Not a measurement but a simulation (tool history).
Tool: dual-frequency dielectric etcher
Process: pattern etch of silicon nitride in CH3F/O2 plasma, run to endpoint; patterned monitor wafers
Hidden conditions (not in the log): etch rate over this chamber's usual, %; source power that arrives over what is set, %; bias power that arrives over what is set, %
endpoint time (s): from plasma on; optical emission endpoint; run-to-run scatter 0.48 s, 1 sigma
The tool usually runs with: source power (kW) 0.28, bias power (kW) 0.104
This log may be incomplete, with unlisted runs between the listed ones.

run	hour	source power (kW)	bias power (kW)	wafers since the last listed run	hours since the last wet clean	hours since the last source power generator calibration	hours since the last bias power generator calibration	hours since the last upper electrode change	incoming incoming film thickness, nm	endpoint time (s)
1	0	0.28	0.098	0	311.1	2502.8	2588.4	2920.6	63.3	71.2
2	18.9	0.28	0.104	99	330	2521.7	2607.3	2939.5	63.8	71
3	40.6	0.28	0.104	114	351.7	2543.4	2629	2961.2	63.3	70.7
4	71.5	0.28	0.104	162	382.6	2574.3	2659.9	2992.1	63.5	71.1
5	142.9	0.28	0.104	376	454	2645.7	2731.3	3063.5	64.4	72.2
6	175.1	0.28	0.104	169	486.2	2677.9	2763.5	3095.7	63.5	71.6
7	196.9	0.28	0.104	114	508	2699.7	2785.3	3117.5	63.2	70.9
8	230.8	0.28	0.104	178	541.9	2733.6	2819.2	3151.4	63.6	72
9	265.5	0.28	0.104	182	576.6	2768.3	2853.9	3186.1	63.2	70.7
10	293	0.28	0.104	144	604.1	2795.8	2881.4	3213.6	63.3	71
# hour 319.1: wet clean of the chamber
11	319.6	0.28	0.104	13	0.5	2822.4	2908	3240.2	64.4	68.3
12	348.5	0.28	0.104	152	29.4	2851.3	2936.9	3269.1	63.3	67.1
13	376.5	0.28	0.104	147	57.4	2879.3	2964.9	3297.1	63.7	68.5
# hour 427.9: source power generator calibrated
14	428.4	0.33	0.116	252	109.3	0.5	3016.8	3349	62.9	62.7
15	446.9	0.31	0.086	97	127.8	19	3035.3	3367.5	63.5	69.8
16	482.5	0.28	0.104	187	163.4	54.6	3070.9	3403.1	63.2	67.5
17	512	0.28	0.104	155	192.9	84.1	3100.4	3432.6	62.7	67.6
18	546.2	0.32	0.093	180	227.1	118.3	3134.6	3466.8	63.4	68.5
# hour 569.1: bias power generator calibrated
# hour 592.7: upper electrode replaced
19	593.2	0.28	0.104	102	274.1	165.3	24.1	0.5	63.3	68
20	610.8	0.3	0.104	92	291.7	182.9	41.7	18.1	64	68.4
21	625.5	0.28	0.104	77	306.4	197.6	56.4	32.8	63.4	68.5
22	648.1	0.28	0.094	119	329	220.2	79	55.4	63.7	71.3
23	663	0.3	0.123	78	343.9	235.1	93.9	70.3	64.1	65.1
24	683.3	0.33	0.122	106	364.2	255.4	114.2	90.6	62.7	62.1
25	712.4	0.28	0.104	153	393.3	284.5	143.3	119.7	63.1	69.3
26	744.8	0.21	0.086	170	425.7	316.9	175.7	152.1	63.3	79.5
27	774.3	0.35	0.079	155	455.2	346.4	205.2	181.6	62.6	69

Forecast each of these 4 alternatives for the next run:
A	774.8	0.28	0.119	2	455.7	346.9	205.7	182.1	63.6	?
B	774.8	0.31	0.079	2	455.7	346.9	205.7	182.1	63.6	?
C	774.8	0.26	0.111	2	455.7	346.9	205.7	182.1	63.6	?
D	774.8	0.35	0.118	2	455.7	346.9	205.7	182.1	63.6	?

run	endpoint time (s)
A	67.4
B	73.2
C	70.3
D	63.2
Without the tool's hidden state the same runs would have given:
run	endpoint time (s)
A	65.6
B	71.3
C	68.5
D	61.5
